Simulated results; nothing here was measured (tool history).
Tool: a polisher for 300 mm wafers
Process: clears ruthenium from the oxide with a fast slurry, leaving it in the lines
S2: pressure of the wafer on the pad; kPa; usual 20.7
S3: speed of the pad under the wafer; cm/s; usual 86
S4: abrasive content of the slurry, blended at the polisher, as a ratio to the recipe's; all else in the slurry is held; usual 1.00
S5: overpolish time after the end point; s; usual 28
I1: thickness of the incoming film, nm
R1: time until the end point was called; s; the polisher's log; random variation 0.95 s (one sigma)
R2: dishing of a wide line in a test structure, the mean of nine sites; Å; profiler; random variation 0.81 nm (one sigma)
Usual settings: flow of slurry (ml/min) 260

{"run": 1, "day": 0.0, "flow of slurry (ml/min)": 260, "S2": 20.7, "S3": 86, "S4": 1.0, "S5": 28, "I1": 211.1, "R1": 62.5, "R2": 725}
{"run": 2, "day": 1.688, "flow of slurry (ml/min)": 260, "S2": 20.7, "S3": 86, "S4": 1.0, "S5": 28, "I1": 211.0, "R1": 64.7, "R2": 709}
{"day": 1.883, "done": "slurry nozzle cleaned"}
{"day": 2.033, "done": "worn pad replaced by a new one"}
{"run": 3, "day": 3.112, "flow of slurry (ml/min)": 260, "S2": 20.7, "S3": 86, "S4": 1.0, "S5": 28, "I1": 205.9, "R1": 55.0, "R2": 768}
{"run": 4, "day": 5.462, "flow of slurry (ml/min)": 260, "S2": 20.7, "S3": 86, "S4": 1.0, "S5": 28, "I1": 207.5, "R1": 55.4, "R2": 799}
{"run": 5, "day": 7.421, "flow of slurry (ml/min)": 260, "S2": 20.7, "S3": 86, "S4": 1.0, "S5": 28, "I1": 210.5, "R1": 57.5, "R2": 787}
{"day": 8.342, "done": "head pressure recalibrated"}
{"run": 6, "day": 9.754, "flow of slurry (ml/min)": 260, "S2": 20.7, "S3": 86, "S4": 1.0, "S5": 33, "I1": 208.8, "R1": 56.2, "R2": 900}
{"run": 7, "day": 12.692, "flow of slurry (ml/min)": 260, "S2": 20.7, "S3": 86, "S4": 1.0, "S5": 33, "I1": 208.8, "R1": 55.9, "R2": 865}
{"run": 8, "day": 14.904, "flow of slurry (ml/min)": 260, "S2": 20.7, "S3": 86, "S4": 1.0, "S5": 33, "I1": 212.6, "R1": 59.3, "R2": 878}
{"day": 18.308, "done": "slurry blender recalibrated"}
{"day": 20.662, "done": "slurry nozzle cleaned"}
{"day": 22.342, "done": "worn pad replaced by a new one"}
{"run": 9, "day": 22.362, "flow of slurry (ml/min)": 260, "S2": 20.7, "S3": 86, "S4": 1.0, "S5": 28, "I1": 212.4, "R1": 55.2, "R2": 791}
{"run": 10, "day": 24.579, "flow of slurry (ml/min)": 205, "S2": 20.7, "S3": 86, "S4": 1.2, "S5": 28, "I1": 208.1, "R1": 50.8, "R2": 812}
{"day": 25.529, "done": "head pressure recalibrated"}
{"run": 11, "day": 25.846, "flow of slurry (ml/min)": 260, "S2": 26.9, "S3": 86, "S4": 1.0, "S5": 28, "I1": 208.7, "R1": 45.5, "R2": 908}
{"run": 12, "day": 27.879, "flow of slurry (ml/min)": 260, "S2": 20.7, "S3": 86, "S4": 1.0, "S5": 28, "I1": 211.0, "R1": 55.6, "R2": 782}
{"run": 13, "day": 29.525, "flow of slurry (ml/min)": 260, "S2": 20.7, "S3": 86, "S4": 1.0, "S5": 28, "I1": 212.3, "R1": 58.1, "R2": 759}
{"run": 14, "day": 32.242, "flow of slurry (ml/min)": 300, "S2": 20.7, "S3": 86, "S4": 1.0, "S5": 19, "I1": 210.3, "R1": 56.8, "R2": 573}
{"run": 15, "day": 34.171, "flow of slurry (ml/min)": 260, "S2": 15.9, "S3": 86, "S4": 1.2, "S5": 28, "I1": 209.3, "R1": 63.2, "R2": 690}
{"run": 16, "day": 36.888, "flow of slurry (ml/min)": 260, "S2": 23.4, "S3": 86, "S4": 1.0, "S5": 45, "I1": 208.2, "R1": 52.8, "R2": 1128}
{"day": 37.658, "done": "slurry blender recalibrated"}
{"day": 37.779, "done": "slurry nozzle cleaned"}
{"run": 17, "day": 38.762, "flow of slurry (ml/min)": 175, "S2": 25.5, "S3": 98, "S4": 1.0, "S5": 28, "I1": 211.5, "R1": 44.2, "R2": 939}
{"run": 18, "day": 39.854, "flow of slurry (ml/min)": 260, "S2": 20.7, "S3": 86, "S4": 1.0, "S5": 28, "I1": 207.2, "R1": 52.9, "R2": 781}
{"day": 40.542, "done": "worn pad replaced by a new one, of another model than before"}
{"run": 19, "day": 41.171, "flow of slurry (ml/min)": 260, "S2": 20.7, "S3": 86, "S4": 0.9, "S5": 28, "I1": 210.6, "R1": 58.6, "R2": 754}
{"day": 43.3, "done": "head pressure recalibrated"}
{"run": 20, "day": 43.321, "flow of slurry (ml/min)": 260, "S2": 20.7, "S3": 86, "S4": 1.25, "S5": 28, "I1": 205.5, "R1": 51.0, "R2": 816}
{"run": 21, "day": 45.975, "flow of slurry (ml/min)": 260, "S2": 15.2, "S3": 86, "S4": 1.25, "S5": 28, "I1": 211.6, "R1": 70.0, "R2": 656}
{"run": 22, "day": 48.962, "flow of slurry (ml/min)": 260, "S2": 20.7, "S3": 86, "S4": 1.0, "S5": 28, "I1": 208.8, "R1": 56.9, "R2": 770}
{"run": 23, "day": 51.454, "flow of slurry (ml/min)": 260, "S2": 20.7, "S3": 86, "S4": 1.0, "S5": 28, "I1": 208.9, "R1": 60.8, "R2": 729}
{"run": 24, "day": 54.417, "flow of slurry (ml/min)": 260, "S2": 27.6, "S3": 86, "S4": 1.0, "S5": 39, "I1": 208.8, "R1": 49.2, "R2": 1062}
{"day": 54.5, "done": "slurry blender recalibrated"}
{"day": 57.308, "done": "worn pad replaced by a new one"}
{"run": 25, "day": 57.688, "flow of slurry (ml/min)": 260, "S2": 20.7, "S3": 86, "S4": 1.0, "S5": 17, "I1": 210.0, "R1": 149.6, "R2": 220}
{"day": 58.233, "done": "slurry nozzle cleaned"}
{"run": 26, "day": 60.629, "flow of slurry (ml/min)": 260, "S2": 16.5, "S3": 86, "S4": 1.0, "S5": 37, "I1": 207.9, "R1": 68.9, "R2": 827}
{"run": 27, "day": 63.088, "flow of slurry (ml/min)": 300, "S2": 20.7, "S3": 86, "S4": 0.8, "S5": 28, "I1": 212.5, "R1": 62.3, "R2": 742}
{"run": 28, "day": 64.954, "flow of slurry (ml/min)": 260, "S2": 20.7, "S3": 86, "S4": 1.0, "S5": 28, "I1": 209.5, "R1": 56.7, "R2": 778}

Forecast each of these 4 alternatives for the next run:
{"run": "A", "day": 64.975, "flow of slurry (ml/min)": 260, "S2": 20.7, "S3": 86, "S4": 0.8, "S5": 28, "I1": 207.2, "R1": "?", "R2": "?"}
{"run": "B", "day": 64.975, "flow of slurry (ml/min)": 260, "S2": 26.9, "S3": 64, "S4": 1.0, "S5": 28, "I1": 207.2, "R1": "?", "R2": "?"}
{"run": "C", "day": 64.975, "flow of slurry (ml/min)": 260, "S2": 20.7, "S3": 86, "S4": 1.0, "S5": 44, "I1": 207.2, "R1": "?", "R2": "?"}
{"run": "D", "day": 64.975, "flow of slurry (ml/min)": 260, "S2": 16.5, "S3": 86, "S4": 0.8, "S5": 41, "I1": 207.2, "R1": "?", "R2": "?"}

run=A R1=61.9 R2=711
run=B R1=49.8 R2=844
run=C R1=55.6 R2=1083
run=D R1=76.5 R2=814
Without the tool's hidden state the same runs would have given:
run=A R1=60.6 R2=723
run=B R1=48.8 R2=857
run=C R1=54.5 R2=1099
run=D R1=74.9 R2=827

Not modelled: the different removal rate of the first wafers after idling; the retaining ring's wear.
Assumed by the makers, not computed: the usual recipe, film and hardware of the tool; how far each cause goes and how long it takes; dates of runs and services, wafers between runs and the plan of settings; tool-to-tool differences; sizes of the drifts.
